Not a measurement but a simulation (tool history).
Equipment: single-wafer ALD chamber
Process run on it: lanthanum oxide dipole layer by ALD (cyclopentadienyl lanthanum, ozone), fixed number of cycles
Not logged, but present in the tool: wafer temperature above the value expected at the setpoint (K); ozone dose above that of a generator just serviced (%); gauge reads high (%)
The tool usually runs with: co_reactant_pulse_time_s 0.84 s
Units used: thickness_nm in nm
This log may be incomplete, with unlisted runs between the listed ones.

run	hour	co_reactant_pulse_time_s	wafers since the last listed run	hours since the last thermocouple change	hours since the last ozone generator service	hours since the showerhead was replaced	hours since the gauge calibration	read-back reference wafer on the same gauge, thickness_nm	thickness_nm
1	0.0	0.96	0	2443.1	755.3	4850.9	124.6	0.624	0.518
2	12.1	0.96	195	2455.2	767.4	4863.0	136.7	0.624	0.518
3	18.6	0.96	105	2461.7	773.9	4869.5	143.2	0.624	0.522
4	32.4	1.10	223	2475.5	787.7	4883.3	157.0	0.623	0.554
5	79.1	0.84	756	2522.2	834.4	4930.0	203.7	0.623	0.475
# hour 96.8: gauge calibrated
6	96.9	0.84	288	2540.0	852.2	4947.8	0.1	0.624	0.475
# hour 112.9: showerhead replaced
# hour 116.4: ozone generator serviced
7	116.9	0.97	138	2560.0	0.5	4.0	20.1	0.624	0.555
8	120.7	0.97	61	2563.8	4.3	7.8	23.9	0.624	0.556
# hour 140.1: thermocouple changed; heater temperature recalibrated
9	140.6	0.97	192	0.5	24.2	27.7	43.8	0.624	0.555
10	146.0	0.71	87	5.9	29.6	33.1	49.2	0.624	0.453
11	153.8	1.04	126	13.7	37.4	40.9	57.0	0.624	0.571
12	170.7	1.05	273	30.6	54.3	57.8	73.9	0.624	0.568
13	178.3	0.94	123	38.2	61.9	65.4	81.5	0.624	0.541
14	196.3	0.97	291	56.2	79.9	83.4	99.5	0.624	0.548
15	205.3	0.94	145	65.2	88.9	92.4	108.5	0.624	0.539
16	215.7	0.56	168	75.6	99.3	102.8	118.9	0.624	0.340
17	233.5	0.94	288	93.4	117.1	120.6	136.7	0.624	0.535
18	240.6	0.99	115	100.5	124.2	127.7	143.8	0.624	0.551
19	254.8	0.55	230	114.7	138.4	141.9	158.0	0.624	0.329

Take each entry between the runs: how does the hidden state at the last listed run before it differ from the hidden state at the first listed run after it?
Runs 5 to 6: gauge calibrated (hour 96.8)
  ozone dose above that of a generator just serviced (%): -12.4 -> -12.5
  measured value less the no-hidden-state value, thickness_nm: -0.044 -> -0.045 nm
Runs 6 to 7: showerhead replaced (hour 112.9); ozone generator serviced (hour 116.4)
  ozone dose above that of a generator just serviced (%): -12.5 -> -1.64
  measured value less the no-hidden-state value, thickness_nm: -0.045 -> -0.005 nm
Runs 8 to 9: thermocouple changed; heater temperature recalibrated (hour 140.1)
  ozone dose above that of a generator just serviced (%): -1.8 -> -2.59
  measured value less the no-hidden-state value, thickness_nm: -0.005 -> -0.007 nm

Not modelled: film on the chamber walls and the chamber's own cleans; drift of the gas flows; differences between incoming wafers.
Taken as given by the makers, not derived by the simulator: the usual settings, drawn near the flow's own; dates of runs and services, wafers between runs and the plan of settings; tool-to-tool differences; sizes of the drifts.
